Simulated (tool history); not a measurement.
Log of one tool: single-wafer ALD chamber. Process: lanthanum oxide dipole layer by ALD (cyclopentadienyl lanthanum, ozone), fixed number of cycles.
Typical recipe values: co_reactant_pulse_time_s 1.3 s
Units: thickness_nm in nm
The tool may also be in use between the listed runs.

run	day	co_reactant_pulse_time_s	wafers since the last listed run	hours since the last thermocouple change	hours since the last ozone generator service	hours since the showerhead was replaced	hours since the gauge calibration	read-back reference wafer on the same gauge, thickness_nm	thickness_nm
1	0	0.92	0	788.5	958.5	3649	1512.3	0.521	0.523
2	2.933	0.92	880	858.9	1028.9	3719.4	1582.7	0.521	0.521
3	5.017	1.65	625	908.9	1078.9	3769.4	1632.7	0.521	0.599
4	7.296	1.65	683	963.6	1133.6	3824.1	1687.4	0.521	0.6
5	8.942	1.65	493	1003.1	1173.1	3863.6	1726.9	0.521	0.599
6	11.412	1.3	741	1062.4	1232.4	3922.9	1786.2	0.521	0.57
7	13.346	1.3	580	1108.8	1278.8	3969.3	1832.6	0.522	0.568
8	15.704	1.3	707	1165.4	1335.4	4025.9	1889.2	0.52	0.569
9	16.958	1.7	376	1195.5	1365.5	4056	1919.3	0.522	0.596
# day 18.567: showerhead replaced
10	18.588	1.6	388	1234.6	1404.6	0.5	1958.4	0.521	0.59
11	20.079	0.87	447	1270.4	1440.4	36.3	1994.2	0.52	0.496
12	21.542	1.3	438	1305.5	1475.5	71.4	2029.3	0.522	0.564
13	27.838	1.3	1888	1456.6	1626.6	222.5	2180.4	0.52	0.559
# day 29.633: ozone generator serviced
14	30.396	1.06	667	1518	18.3	283.9	2241.8	0.522	0.558
15	33.204	1.07	842	1585.4	85.7	351.3	2309.2	0.521	0.557
16	36.146	1.69	882	1656	156.3	421.9	2379.8	0.52	0.609
# day 37.042: thermocouple changed; heater temperature recalibrated
17	43.842	1.72	2208	163.2	341	606.6	2564.5	0.521	0.607
18	46.479	1.11	791	226.5	404.3	669.9	2627.8	0.52	0.561
19	47.504	1.3	307	251.1	428.9	694.5	2652.4	0.521	0.584
20	48.788	1.77	385	281.9	459.7	725.3	2683.2	0.521	0.609
21	50.808	1.52	606	330.4	508.2	773.8	2731.7	0.521	0.598
22	52.983	0.86	652	382.6	560.4	826	2783.9	0.52	0.519
# day 53.667: gauge calibrated
23	55.783	1.3	840	449.8	627.6	893.2	50.8	0.52	0.576
24	58.554	1.3	831	516.3	694.1	959.7	117.3	0.521	0.577
25	59.596	1.77	312	541.3	719.1	984.7	142.3	0.52	0.604
26	62.096	1.57	750	601.3	779.1	1044.7	202.3	0.521	0.603
27	63.408	1.3	393	632.8	810.6	1076.2	233.8	0.521	0.576
28	65.838	1.3	728	691.1	868.9	1134.5	292.1	0.521	0.579
29	67.167	1.65	398	723	900.8	1166.4	324	0.521	0.603
30	69.579	0.88	723	780.9	958.7	1224.3	381.9	0.521	0.516
31	72.15	1.76	771	842.6	1020.4	1286	443.6	0.521	0.608
32	78.467	1.3	1895	994.2	1172	1437.6	595.2	0.52	0.569
33	79.475	0.85	302	1018.4	1196.2	1461.8	619.4	0.521	0.505
34	82.212	1.64	821	1084.1	1261.9	1527.5	685.1	0.521	0.598

Consider 4 possible next runs. They are alternatives, not a sequence: every one starts from the tool as it was left by run 34. What does each give?
A	82.229	1.3	5	1084.5	1262.3	1527.9	685.5	?	?
B	82.229	1.63	5	1084.5	1262.3	1527.9	685.5	?	?
C	82.229	1.08	5	1084.5	1262.3	1527.9	685.5	?	?
D	82.229	0.99	5	1084.5	1262.3	1527.9	685.5	?	?

run	read-back reference wafer on the same gauge, thickness_nm	thickness_nm
A	0.521	0.568
B	0.521	0.594
C	0.521	0.541
D	0.521	0.527
What these runs would have given with no unlogged condition in the tool:
run	thickness_nm
A	0.583
B	0.604
C	0.559
D	0.546

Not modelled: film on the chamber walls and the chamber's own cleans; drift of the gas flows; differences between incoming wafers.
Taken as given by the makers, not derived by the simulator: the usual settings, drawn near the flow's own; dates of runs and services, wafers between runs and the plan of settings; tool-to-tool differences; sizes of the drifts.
